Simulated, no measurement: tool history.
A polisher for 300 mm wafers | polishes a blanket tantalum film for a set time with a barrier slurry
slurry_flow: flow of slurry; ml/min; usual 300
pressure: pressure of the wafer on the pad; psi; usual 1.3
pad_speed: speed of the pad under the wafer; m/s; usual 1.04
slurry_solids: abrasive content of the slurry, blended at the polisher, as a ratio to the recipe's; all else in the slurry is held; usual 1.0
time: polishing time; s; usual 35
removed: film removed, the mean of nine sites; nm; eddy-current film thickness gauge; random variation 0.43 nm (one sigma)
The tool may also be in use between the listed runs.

run,hour,slurry_flow,pressure,pad_speed,slurry_solids,time,wafers since the last listed run,wafers polished on this pad,hours since the slurry nozzle was cleaned,hours since the head pressure was calibrated,hours since the slurry blender was calibrated,"incoming thickness of the incoming film, nm",removed
1,0.0,300,1.3,1.04,1.0,35,0,3711,316.5,311.8,94.4,319.3,44.3
# hour 17.5: worn pad replaced by a new one
2,55.1,300,1.3,1.04,1.0,35,691,508,371.6,366.9,149.5,323.6,44.7
# hour 59.4: head pressure recalibrated
3,94.7,300,1.3,1.04,1.0,35,508,1017,411.2,35.3,189.1,319.3,44.1
4,143.3,300,1.3,1.04,1.0,35,657,1674,459.8,83.9,237.7,325.8,44.4
# hour 157.5: slurry blender recalibrated
5,174.7,300,1.3,1.04,1.0,35,397,2072,491.2,115.3,17.2,317.1,44.0
6,236.1,300,1.3,1.04,1.0,35,830,2902,552.6,176.7,78.6,322.1,44.0
# hour 263.7: slurry nozzle cleaned
# hour 276.1: worn pad replaced by a new one
7,276.6,300,1.3,1.04,1.0,35,480,6,12.9,217.2,119.1,317.2,46.6
8,318.7,300,1.3,1.04,1.0,35,569,575,55.0,259.3,161.2,321.6,45.8
9,351.1,300,1.3,1.04,1.0,35,438,1013,87.4,291.7,193.6,321.5,46.2
# hour 394.2: slurry blender recalibrated
10,397.1,300,1.3,1.04,1.0,35,595,1608,133.4,337.7,2.9,322.1,45.2
11,452.7,300,1.3,1.04,1.0,35,751,2360,189.0,393.3,58.5,323.0,45.5
# hour 456.4: head pressure recalibrated
12,493.2,300,1.3,1.04,1.0,35,520,2881,229.5,36.8,99.0,318.7,45.2
# hour 537.5: worn pad replaced by a new one
13,558.6,300,1.3,1.04,1.0,35,830,285,294.9,102.2,164.4,318.4,44.6
14,629.8,300,1.3,1.16,0.9,35,962,1248,366.1,173.4,235.6,317.7,47.2
15,666.9,300,1.3,1.04,1.0,35,501,1750,403.2,210.5,272.7,313.9,45.2
# hour 691.6: slurry blender recalibrated
16,732.2,300,1.3,1.04,1.0,35,856,2606,468.5,275.8,40.6,321.2,44.5
# hour 760.7: worn pad replaced by a new one
17,784.1,300,1.3,1.36,1.0,29,647,316,520.4,327.7,92.5,321.9,46.0
# hour 806.7: head pressure recalibrated
18,852.1,245,1.3,1.04,1.1,45,892,1209,588.4,45.4,160.5,320.2,57.2
# hour 861.6: slurry nozzle cleaned
19,906.4,300,1.3,0.88,0.8,35,720,1930,44.8,99.7,214.8,316.3,36.2
20,973.4,300,1.3,1.04,1.0,35,906,2836,111.8,166.7,281.8,317.8,44.6
# hour 989.4: slurry blender recalibrated
# hour 989.8: worn pad replaced by a new one
21,1022.2,300,1.3,1.04,1.0,35,626,437,160.6,215.5,32.8,323.5,44.9
22,1092.5,300,0.9,1.04,1.0,35,950,1388,230.9,285.8,103.1,316.4,31.8
23,1144.2,365,1.7,1.34,0.8,35,699,2087,282.6,337.5,154.8,321.5,64.9
# hour 1177.3: head pressure recalibrated
24,1214.8,270,1.3,1.04,1.0,35,927,3015,353.2,37.5,225.4,314.5,44.0
# hour 1231.4: worn pad replaced by a new one
# hour 1250.4: slurry blender recalibrated
25,1275.3,300,1.3,1.04,1.0,35,737,566,413.7,98.0,24.9,319.0,44.1
26,1309.3,300,1.2,0.84,1.0,43,459,1026,447.7,132.0,58.9,322.2,42.1

5 ways to go on from here, each from the tool as it stands after run 26. What would each give?
A,1309.7,300,1.3,1.04,1.0,35,5,1031,448.1,132.4,59.3,323.9,?
B,1309.7,220,1.3,1.04,1.0,25,5,1031,448.1,132.4,59.3,323.9,?
C,1309.7,385,1.3,1.28,1.0,35,5,1031,448.1,132.4,59.3,323.9,?
D,1309.7,370,1.0,1.04,0.9,35,5,1031,448.1,132.4,59.3,323.9,?
E,1309.7,300,1.6,1.04,0.8,40,5,1031,448.1,132.4,59.3,323.9,?

run,removed
A,44.2
B,30.2
C,54.1
D,33.6
E,54.6
Without the tool's hidden state the same runs would have given:
run,removed
A,46.7
B,32.5
C,56.6
D,35.2
E,57.8

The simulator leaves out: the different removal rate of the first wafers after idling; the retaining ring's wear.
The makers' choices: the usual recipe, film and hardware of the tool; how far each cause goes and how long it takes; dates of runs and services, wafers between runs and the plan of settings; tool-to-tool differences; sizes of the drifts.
